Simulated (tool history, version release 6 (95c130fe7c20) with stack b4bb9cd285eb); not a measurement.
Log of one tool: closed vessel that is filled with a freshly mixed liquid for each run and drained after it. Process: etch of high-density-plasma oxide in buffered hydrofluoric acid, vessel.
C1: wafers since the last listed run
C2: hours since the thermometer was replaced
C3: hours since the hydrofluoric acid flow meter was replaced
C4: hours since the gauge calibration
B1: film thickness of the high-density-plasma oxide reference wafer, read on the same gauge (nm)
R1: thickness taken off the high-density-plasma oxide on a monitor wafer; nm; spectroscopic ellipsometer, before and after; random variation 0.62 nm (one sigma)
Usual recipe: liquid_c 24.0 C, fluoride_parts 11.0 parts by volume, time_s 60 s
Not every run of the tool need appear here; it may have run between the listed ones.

run 1 day=0.000 | liquid_c=24.0 fluoride_parts=11.0 time_s=60 | C1=0 C2=2074.7 C3=1124.5 C4=26.9 | B1=29.99 | R1=171.17
run 2 day=0.546 | liquid_c=24.0 fluoride_parts=11.0 time_s=60 | C1=821 C2=2087.8 C3=1137.6 C4=40.0 | B1=30.02 | R1=170.71
run 3 day=1.017 | liquid_c=26.5 fluoride_parts=11.0 time_s=45 | C1=709 C2=2099.1 C3=1148.9 C4=51.3 | B1=29.98 | R1=147.78
run 4 day=1.529 | liquid_c=26.5 fluoride_parts=11.0 time_s=45 | C1=771 C2=2111.4 C3=1161.2 C4=63.6 | B1=30.02 | R1=147.15
run 5 day=1.942 | liquid_c=26.5 fluoride_parts=11.0 time_s=45 | C1=621 C2=2121.3 C3=1171.1 C4=73.5 | B1=30.00 | R1=148.39
run 6 day=2.354 | liquid_c=25.0 fluoride_parts=13.5 time_s=60 | C1=621 C2=2131.2 C3=1181.0 C4=83.4 | B1=29.99 | R1=150.97
run 7 day=2.617 | liquid_c=20.5 fluoride_parts=11.0 time_s=60 | C1=395 C2=2137.5 C3=1187.3 C4=89.7 | B1=30.02 | R1=141.99
run 8 day=3.267 | liquid_c=24.0 fluoride_parts=11.0 time_s=60 | C1=978 C2=2153.1 C3=1202.9 C4=105.3 | B1=30.01 | R1=173.44
run 9 day=3.962 | liquid_c=24.0 fluoride_parts=11.0 time_s=60 | C1=1047 C2=2169.8 C3=1219.6 C4=122.0 | B1=30.02 | R1=172.42
run 10 day=4.288 | liquid_c=24.0 fluoride_parts=11.0 time_s=60 | C1=489 C2=2177.6 C3=1227.4 C4=129.8 | B1=30.00 | R1=172.51
run 11 day=4.812 | liquid_c=24.0 fluoride_parts=11.0 time_s=60 | C1=790 C2=2190.2 C3=1240.0 C4=142.4 | B1=30.02 | R1=173.87
run 12 day=5.271 | liquid_c=24.0 fluoride_parts=11.0 time_s=60 | C1=690 C2=2201.2 C3=1251.0 C4=153.4 | B1=29.98 | R1=174.18
run 13 day=5.708 | liquid_c=26.0 fluoride_parts=7.5 time_s=40 | C1=658 C2=2211.7 C3=1261.5 C4=163.9 | B1=30.02 | R1=184.76
run 14 day=6.162 | liquid_c=24.0 fluoride_parts=11.0 time_s=60 | C1=683 C2=2222.6 C3=1272.4 C4=174.8 | B1=29.97 | R1=174.05
run 15 day=6.829 | liquid_c=24.0 fluoride_parts=11.0 time_s=40 | C1=1003 C2=2238.6 C3=1288.4 C4=190.8 | B1=29.99 | R1=115.87
run 16 day=7.367 | liquid_c=27.0 fluoride_parts=9.0 time_s=30 | C1=809 C2=2251.5 C3=1301.3 C4=203.7 | B1=29.99 | R1=122.71
-- day=8.033 hydrofluoric acid flow meter replaced
-- day=8.988 gauge calibrated
run 17 day=8.992 | liquid_c=24.0 fluoride_parts=11.0 time_s=40 | C1=2384 C2=2290.5 C3=23.0 C4=0.1 | B1=29.99 | R1=106.40
run 18 day=9.375 | liquid_c=28.5 fluoride_parts=8.0 time_s=85 | C1=577 C2=2299.7 C3=32.2 C4=9.3 | B1=29.97 | R1=377.63
run 19 day=9.742 | liquid_c=26.0 fluoride_parts=13.5 time_s=90 | C1=552 C2=2308.5 C3=41.0 C4=18.1 | B1=30.00 | R1=217.63
run 20 day=10.042 | liquid_c=24.0 fluoride_parts=14.5 time_s=50 | C1=451 C2=2315.7 C3=48.2 C4=25.3 | B1=30.00 | R1=101.95
run 21 day=10.521 | liquid_c=24.0 fluoride_parts=11.0 time_s=30 | C1=721 C2=2327.2 C3=59.7 C4=36.8 | B1=29.98 | R1=80.14
run 22 day=10.954 | liquid_c=24.0 fluoride_parts=11.0 time_s=60 | C1=652 C2=2337.6 C3=70.1 C4=47.2 | B1=29.99 | R1=160.18
-- day=11.229 thermometer replaced
run 23 day=11.462 | liquid_c=24.0 fluoride_parts=11.0 time_s=60 | C1=702 C2=5.6 C3=82.3 C4=59.4 | B1=29.97 | R1=141.34
run 24 day=11.925 | liquid_c=24.0 fluoride_parts=11.0 time_s=60 | C1=696 C2=16.7 C3=93.4 C4=70.5 | B1=30.01 | R1=141.32
run 25 day=12.288 | liquid_c=24.0 fluoride_parts=6.5 time_s=95 | C1=545 C2=25.4 C3=102.1 C4=79.2 | B1=30.02 | R1=367.19
run 26 day=12.608 | liquid_c=26.0 fluoride_parts=11.0 time_s=30 | C1=483 C2=33.1 C3=109.8 C4=86.9 | B1=30.05 | R1=78.78
run 27 day=13.071 | liquid_c=24.0 fluoride_parts=11.0 time_s=60 | C1=696 C2=44.2 C3=120.9 C4=98.0 | B1=30.03 | R1=141.00
run 28 day=13.717 | liquid_c=24.0 fluoride_parts=11.0 time_s=60 | C1=972 C2=59.7 C3=136.4 C4=113.5 | B1=30.02 | R1=141.65
run 29 day=14.108 | liquid_c=21.5 fluoride_parts=11.0 time_s=60 | C1=589 C2=69.1 C3=145.8 C4=122.9 | B1=30.04 | R1=123.63
run 30 day=14.679 | liquid_c=20.0 fluoride_parts=11.0 time_s=60 | C1=859 C2=82.8 C3=159.5 C4=136.6 | B1=30.01 | R1=114.50

5 options for the next run, each taken on its own from the tool as it stands now. Forecast them:
run A day=14.708 | liquid_c=24.0 fluoride_parts=11.0 time_s=60 | C1=43 C2=83.5 C3=160.2 C4=137.3 | B1=? | R1=?
run B day=14.708 | liquid_c=27.0 fluoride_parts=7.5 time_s=60 | C1=43 C2=83.5 C3=160.2 C4=137.3 | B1=? | R1=?
run C day=14.708 | liquid_c=27.0 fluoride_parts=14.5 time_s=30 | C1=43 C2=83.5 C3=160.2 C4=137.3 | B1=? | R1=?
run D day=14.708 | liquid_c=27.0 fluoride_parts=14.5 time_s=80 | C1=43 C2=83.5 C3=160.2 C4=137.3 | B1=? | R1=?
run E day=14.708 | liquid_c=24.0 fluoride_parts=11.0 time_s=75 | C1=43 C2=83.5 C3=160.2 C4=137.3 | B1=? | R1=?

run=A B1=30.01 R1=141.82
run=B B1=30.01 R1=238.85
run=C B1=30.01 R1=63.64
run=D B1=30.01 R1=169.71
run=E B1=30.01 R1=177.27
With no hidden state in the tool, these same runs would have given:
run=A R1=136.03
run=B R1=228.43
run=C R1=61.05
run=D R1=162.79
run=E R1=170.03
